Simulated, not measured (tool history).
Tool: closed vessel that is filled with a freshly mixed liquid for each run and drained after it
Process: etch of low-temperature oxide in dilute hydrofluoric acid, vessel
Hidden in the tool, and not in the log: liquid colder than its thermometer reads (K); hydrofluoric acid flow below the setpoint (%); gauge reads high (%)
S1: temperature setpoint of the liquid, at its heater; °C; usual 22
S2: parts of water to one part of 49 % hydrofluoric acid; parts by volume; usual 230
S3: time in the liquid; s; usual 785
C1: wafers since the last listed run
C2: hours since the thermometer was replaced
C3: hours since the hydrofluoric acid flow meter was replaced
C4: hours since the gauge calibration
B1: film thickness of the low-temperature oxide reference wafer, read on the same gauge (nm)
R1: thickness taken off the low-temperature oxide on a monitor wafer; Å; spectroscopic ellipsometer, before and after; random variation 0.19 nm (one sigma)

{"run": 1, "hour": 0.0, "S1": 22, "S2": 230, "S3": 785, "C1": 0, "C2": 1916.5, "C3": 1714.8, "C4": 143.9, "B1": 150.02, "R1": 328.3}
{"run": 2, "hour": 15.5, "S1": 22, "S2": 200, "S3": 785, "C1": 895, "C2": 1932, "C3": 1730.3, "C4": 159.4, "B1": 149.96, "R1": 389}
{"run": 3, "hour": 29.6, "S1": 22, "S2": 230, "S3": 1120, "C1": 814, "C2": 1946.1, "C3": 1744.4, "C4": 173.5, "B1": 150.03, "R1": 468.5}
{"run": 4, "hour": 38.7, "S1": 22, "S2": 230, "S3": 1120, "C1": 525, "C2": 1955.2, "C3": 1753.5, "C4": 182.6, "B1": 149.95, "R1": 466.8}
{"run": 5, "hour": 55.3, "S1": 22, "S2": 230, "S3": 1120, "C1": 959, "C2": 1971.8, "C3": 1770.1, "C4": 199.2, "B1": 149.99, "R1": 468.1}
{"run": 6, "hour": 68.8, "S1": 23, "S2": 230, "S3": 785, "C1": 780, "C2": 1985.3, "C3": 1783.6, "C4": 212.7, "B1": 149.99, "R1": 339.7}
{"hour": 79.1, "done": "thermometer replaced"}
{"hour": 79.9, "done": "hydrofluoric acid flow meter replaced"}
{"run": 7, "hour": 83.4, "S1": 22, "S2": 230, "S3": 1085, "C1": 734, "C2": 4.3, "C3": 3.5, "C4": 227.3, "B1": 149.97, "R1": 542.4}
{"run": 8, "hour": 90.4, "S1": 22, "S2": 230, "S3": 785, "C1": 404, "C2": 11.3, "C3": 10.5, "C4": 234.3, "B1": 150.01, "R1": 393.9}
{"run": 9, "hour": 100.3, "S1": 22, "S2": 145, "S3": 785, "C1": 572, "C2": 21.2, "C3": 20.4, "C4": 244.2, "B1": 149.99, "R1": 681.1}
{"hour": 111.4, "done": "gauge calibrated"}
{"run": 10, "hour": 114.5, "S1": 22, "S2": 230, "S3": 785, "C1": 820, "C2": 35.4, "C3": 34.6, "C4": 3.1, "B1": 150.03, "R1": 396.8}
{"run": 11, "hour": 125.6, "S1": 25.5, "S2": 230, "S3": 785, "C1": 641, "C2": 46.5, "C3": 45.7, "C4": 14.2, "B1": 149.98, "R1": 447}
{"run": 12, "hour": 137.0, "S1": 25.5, "S2": 230, "S3": 785, "C1": 658, "C2": 57.9, "C3": 57.1, "C4": 25.6, "B1": 150.02, "R1": 447.6}
{"run": 13, "hour": 149.7, "S1": 25.5, "S2": 230, "S3": 785, "C1": 733, "C2": 70.6, "C3": 69.8, "C4": 38.3, "B1": 149.95, "R1": 441}
{"run": 14, "hour": 166.3, "S1": 18, "S2": 340, "S3": 1145, "C1": 959, "C2": 87.2, "C3": 86.4, "C4": 54.9, "B1": 149.99, "R1": 302.3}
{"run": 15, "hour": 181.4, "S1": 19.5, "S2": 265, "S3": 920, "C1": 872, "C2": 102.3, "C3": 101.5, "C4": 70, "B1": 150.03, "R1": 349.8}
{"run": 16, "hour": 194.5, "S1": 22, "S2": 285, "S3": 910, "C1": 756, "C2": 115.4, "C3": 114.6, "C4": 83.1, "B1": 149.99, "R1": 346.9}
{"run": 17, "hour": 209.4, "S1": 22, "S2": 230, "S3": 785, "C1": 860, "C2": 130.3, "C3": 129.5, "C4": 98, "B1": 150.03, "R1": 389}
{"run": 18, "hour": 217.9, "S1": 25.5, "S2": 295, "S3": 785, "C1": 491, "C2": 138.8, "C3": 138, "C4": 106.5, "B1": 150.02, "R1": 324.4}
{"run": 19, "hour": 228.9, "S1": 19.5, "S2": 265, "S3": 920, "C1": 635, "C2": 149.8, "C3": 149, "C4": 117.5, "B1": 149.99, "R1": 349.1}
{"run": 20, "hour": 240.0, "S1": 23, "S2": 230, "S3": 785, "C1": 641, "C2": 160.9, "C3": 160.1, "C4": 128.6, "B1": 150, "R1": 404.8}
{"run": 21, "hour": 253.3, "S1": 19.5, "S2": 200, "S3": 1180, "C1": 768, "C2": 174.2, "C3": 173.4, "C4": 141.9, "B1": 149.99, "R1": 630.6}
{"run": 22, "hour": 265.1, "S1": 20.5, "S2": 135, "S3": 1140, "C1": 681, "C2": 186, "C3": 185.2, "C4": 153.7, "B1": 150.01, "R1": 997.4}
{"run": 23, "hour": 275.6, "S1": 19.5, "S2": 195, "S3": 480, "C1": 606, "C2": 196.5, "C3": 195.7, "C4": 164.2, "B1": 150.02, "R1": 262.8}
{"run": 24, "hour": 292.5, "S1": 26, "S2": 230, "S3": 1100, "C1": 976, "C2": 213.4, "C3": 212.6, "C4": 181.1, "B1": 149.98, "R1": 626.5}
{"run": 25, "hour": 302.8, "S1": 19, "S2": 275, "S3": 605, "C1": 595, "C2": 223.7, "C3": 222.9, "C4": 191.4, "B1": 149.96, "R1": 213.6}
{"run": 26, "hour": 319.9, "S1": 22, "S2": 230, "S3": 785, "C1": 988, "C2": 240.8, "C3": 240, "C4": 208.5, "B1": 150, "R1": 382.7}
{"run": 27, "hour": 326.1, "S1": 19, "S2": 120, "S3": 480, "C1": 358, "C2": 247, "C3": 246.2, "C4": 214.7, "B1": 150.02, "R1": 449.5}
{"run": 28, "hour": 338.0, "S1": 22, "S2": 230, "S3": 785, "C1": 687, "C2": 258.9, "C3": 258.1, "C4": 226.6, "B1": 150.04, "R1": 384.8}
{"run": 29, "hour": 349.7, "S1": 22, "S2": 230, "S3": 1120, "C1": 676, "C2": 270.6, "C3": 269.8, "C4": 238.3, "B1": 149.98, "R1": 547.2}
{"hour": 357.6, "done": "gauge calibrated"}
{"run": 30, "hour": 361.0, "S1": 22, "S2": 230, "S3": 785, "C1": 652, "C2": 281.9, "C3": 281.1, "C4": 3.4, "B1": 150.06, "R1": 381.4}
{"run": 31, "hour": 369.5, "S1": 20, "S2": 345, "S3": 1075, "C1": 491, "C2": 290.4, "C3": 289.6, "C4": 11.9, "B1": 149.98, "R1": 293.3}

The tool's hidden state at each run:
liquid colder than its thermometer reads (K): 0 in every run
gauge reads high (%): 0 in every run
H1: hydrofluoric acid flow below the setpoint (%)
run=1 H1=14.9
run=2 H1=15
run=3 H1=15.1
run=4 H1=15.2
run=5 H1=15.3
run=6 H1=15.4
run=7 H1=1.51
run=8 H1=1.57
run=9 H1=1.64
run=10 H1=1.75
run=11 H1=1.84
run=12 H1=1.93
run=13 H1=2.02
run=14 H1=2.15
run=15 H1=2.27
run=16 H1=2.37
run=17 H1=2.48
run=18 H1=2.55
run=19 H1=2.63
run=20 H1=2.71
run=21 H1=2.82
run=22 H1=2.91
run=23 H1=2.99
run=24 H1=3.12
run=25 H1=3.2
run=26 H1=3.33
run=27 H1=3.37
run=28 H1=3.47
run=29 H1=3.56
run=30 H1=3.64
run=31 H1=3.71
